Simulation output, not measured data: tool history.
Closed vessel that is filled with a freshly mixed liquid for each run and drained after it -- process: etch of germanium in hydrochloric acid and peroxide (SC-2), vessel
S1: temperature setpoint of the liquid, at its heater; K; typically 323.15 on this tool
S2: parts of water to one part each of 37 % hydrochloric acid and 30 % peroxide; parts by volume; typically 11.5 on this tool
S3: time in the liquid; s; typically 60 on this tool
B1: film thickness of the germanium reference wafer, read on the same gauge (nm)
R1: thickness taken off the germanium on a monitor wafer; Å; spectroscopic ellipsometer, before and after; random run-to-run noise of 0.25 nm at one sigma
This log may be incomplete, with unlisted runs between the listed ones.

run 1 hour=0 | S1=323.15 S2=11.5 S3=60 | B1=80 | R1=1023.4
run 2 hour=62 | S1=323.15 S2=11.5 S3=60 | B1=79.98 | R1=1028.5
run 3 hour=151.6 | S1=323.15 S2=11.5 S3=60 | B1=79.98 | R1=1027.6
run 4 hour=227.1 | S1=323.15 S2=11.5 S3=60 | B1=79.98 | R1=1023
run 5 hour=293.6 | S1=323.15 S2=11.5 S3=60 | B1=79.99 | R1=1023.6
run 6 hour=358.1 | S1=323.15 S2=11.5 S3=60 | B1=79.99 | R1=1030.1
run 7 hour=455.1 | S1=323.15 S2=15.5 S3=35 | B1=80 | R1=576.7
-- hour=465.2 gauge calibrated
run 8 hour=514.8 | S1=323.15 S2=15.5 S3=35 | B1=80.03 | R1=578.2
run 9 hour=581.5 | S1=329.65 S2=8.5 S3=60 | B1=79.98 | R1=1294.4
-- hour=606.8 chemicals flow meter replaced
run 10 hour=658.3 | S1=323.15 S2=11.5 S3=60 | B1=80.04 | R1=1018.6
-- hour=660.5 thermometer replaced
run 11 hour=695.6 | S1=323.15 S2=11.5 S3=60 | B1=80 | R1=1038.2
-- hour=812.2 new drum of peroxide connected
run 12 hour=877.2 | S1=313.65 S2=6.5 S3=60 | B1=80 | R1=792.3
run 13 hour=947.9 | S1=323.15 S2=11.5 S3=60 | B1=79.97 | R1=1043.7
run 14 hour=1039.9 | S1=330.65 S2=11.5 S3=30 | B1=79.99 | R1=655.7
run 15 hour=1169.6 | S1=326.65 S2=8 S3=50 | B1=80.02 | R1=998.7
run 16 hour=1260.2 | S1=323.15 S2=15.5 S3=70 | B1=80 | R1=1179.4

Alternative continuations, all from the tool just after run 16; predict every row:
run A hour=1260.9 | S1=323.15 S2=11.5 S3=60 | B1=? | R1=?
run B hour=1260.9 | S1=313.15 S2=8 S3=80 | B1=? | R1=?
run C hour=1260.9 | S1=323.15 S2=17 S3=60 | B1=? | R1=?
run D hour=1260.9 | S1=323.15 S2=7 S3=35 | B1=? | R1=?

run=A B1=79.98 R1=1040.3
run=B B1=79.98 R1=1026
run=C B1=79.98 R1=989.8
run=D B1=79.98 R1=628.7
What these runs would have given with no unlogged condition in the tool:
run=A R1=1038.1
run=B R1=1029.5
run=C R1=982.3
run=D R1=630.7

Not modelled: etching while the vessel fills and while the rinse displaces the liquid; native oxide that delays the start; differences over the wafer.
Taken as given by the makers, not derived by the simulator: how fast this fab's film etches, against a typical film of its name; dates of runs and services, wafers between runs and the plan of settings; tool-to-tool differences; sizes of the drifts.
